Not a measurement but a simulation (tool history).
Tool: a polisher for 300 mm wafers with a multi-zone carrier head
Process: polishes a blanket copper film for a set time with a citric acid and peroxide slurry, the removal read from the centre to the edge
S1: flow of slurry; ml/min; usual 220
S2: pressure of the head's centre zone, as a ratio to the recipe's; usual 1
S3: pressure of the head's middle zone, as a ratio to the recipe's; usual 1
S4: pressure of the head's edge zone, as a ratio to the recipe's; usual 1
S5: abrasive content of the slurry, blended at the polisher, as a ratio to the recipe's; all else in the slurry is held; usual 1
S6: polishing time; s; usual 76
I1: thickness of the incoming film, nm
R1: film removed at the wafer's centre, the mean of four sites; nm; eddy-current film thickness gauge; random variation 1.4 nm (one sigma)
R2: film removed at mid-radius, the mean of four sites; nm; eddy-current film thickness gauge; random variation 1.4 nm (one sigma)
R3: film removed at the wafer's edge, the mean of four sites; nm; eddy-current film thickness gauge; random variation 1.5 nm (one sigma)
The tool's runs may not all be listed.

| run | hour | S1 | S2 | S3 | S4 | S5 | S6 | I1 | R1 | R2 | R3 |
|---|---|---|---|---|---|---|---|---|---|---|---|
| 1 | 0 | 220 | 1 | 1 | 1 | 1 | 76 | 1152.4 | 105.7 | 112.1 | 107.1 |
|  | 144.9 | slurry nozzle cleaned |
| 2 | 184.4 | 220 | 1 | 1 | 1 | 1 | 76 | 1109 | 118.8 | 114 | 112.2 |
|  | 209.8 | worn pad replaced by a new one |
| 3 | 400.4 | 220 | 1 | 1 | 1 | 1 | 76 | 1138.9 | 125.3 | 111.9 | 108.9 |
| 4 | 442.4 | 220 | 1 | 1 | 1 | 1 | 76 | 1133.8 | 121.2 | 113.4 | 109.2 |
| 5 | 495.2 | 220 | 1 | 1 | 1 | 1 | 76 | 1135 | 120.8 | 111.5 | 109.5 |
|  | 508.1 | centre zone pressure recalibrated |
| 6 | 560.1 | 220 | 1 | 1 | 1 | 1 | 76 | 1123.3 | 111 | 110.9 | 108.6 |
| 7 | 663 | 220 | 0.95 | 1 | 1 | 1 | 76 | 1119.2 | 107.4 | 112 | 107.3 |
| 8 | 708.6 | 220 | 0.95 | 1 | 1 | 1 | 76 | 1150.6 | 109.9 | 110.8 | 105.8 |
|  | 719.5 | worn pad replaced by a new one |
| 9 | 745.5 | 220 | 0.95 | 1 | 1 | 1 | 76 | 1147.6 | 112.2 | 112.7 | 108.1 |
| 10 | 851 | 220 | 1 | 1 | 1 | 1 | 55 | 1132.9 | 82.9 | 80.3 | 78.8 |
| 11 | 922.2 | 220 | 1 | 1 | 1 | 1 | 76 | 1133.4 | 118.9 | 110 | 109.7 |
|  | 987.7 | slurry nozzle cleaned |
| 12 | 993.4 | 220 | 1 | 1 | 1 | 1 | 76 | 1116.9 | 123.6 | 115.6 | 112.8 |
|  | 1033.2 | edge zone pressure recalibrated |
|  | 1051.1 | centre zone pressure recalibrated |
|  | 1223.2 | worn pad replaced by a new one |
| 13 | 1269.3 | 220 | 1 | 1 | 1 | 1.2 | 76 | 1127.6 | 126.9 | 116.6 | 112.4 |
| 14 | 1359.7 | 220 | 1 | 1 | 0.93 | 1 | 76 | 1148.4 | 123.5 | 112.5 | 107.6 |
|  | 1562.9 | carrier head's membrane replaced by a new one |
|  | 1608.6 | centre zone pressure recalibrated |
| 15 | 1675.4 | 220 | 1 | 1 | 1 | 1 | 76 | 1120 | 114 | 112.9 | 108.1 |
|  | 1699.2 | worn pad replaced by a new one |
| 16 | 1734.2 | 220 | 1 | 1 | 1 | 1 | 76 | 1104.9 | 116.8 | 110.3 | 106.1 |
|  | 1754.5 | slurry nozzle cleaned |
| 17 | 1786.2 | 220 | 1 | 1 | 1 | 1.25 | 76 | 1138.8 | 126.1 | 117.3 | 112.3 |
| 18 | 1835.8 | 220 | 1 | 1 | 1 | 1 | 76 | 1145.3 | 127.4 | 115.6 | 112.6 |
| 19 | 1882.4 | 180 | 1 | 1.09 | 1.08 | 1 | 76 | 1136.8 | 121.5 | 120.6 | 111.7 |
|  | 2150.1 | centre zone pressure recalibrated |
| 20 | 2192.4 | 220 | 1 | 0.95 | 0.89 | 0.85 | 63 | 1138.3 | 89.7 | 87.1 | 84.6 |
|  | 2217.1 | worn pad replaced by a new one |
| 21 | 2251.8 | 290 | 0.97 | 1 | 1 | 1 | 76 | 1132.7 | 116.5 | 114.3 | 114.1 |
| 22 | 2295.2 | 220 | 1 | 1 | 0.97 | 1 | 76 | 1130.5 | 115.9 | 111.4 | 107.8 |

3 ways to go on from here, each from the tool as it stands after run 22. What would each give?
| A | 2295.6 | 220 | 1 | 1 | 1 | 1 | 76 | 1140.1 | ? | ? | ? |
| B | 2295.6 | 220 | 1.07 | 1 | 1 | 1 | 76 | 1140.1 | ? | ? | ? |
| C | 2295.6 | 220 | 1 | 0.91 | 1 | 1 | 76 | 1140.1 | ? | ? | ? |

| run | R1 | R2 | R3 |
|---|---|---|---|
| A | 117.9 | 112.8 | 110 |
| B | 126.2 | 112.8 | 110 |
| C | 117.9 | 105.4 | 110.1 |
Without the tool's hidden state the same runs would have given:
| run | R1 | R2 | R3 |
|---|---|---|---|
| A | 113.6 | 117 | 112.9 |
| B | 121.6 | 116.9 | 112.9 |
| C | 113.6 | 109.3 | 113.1 |
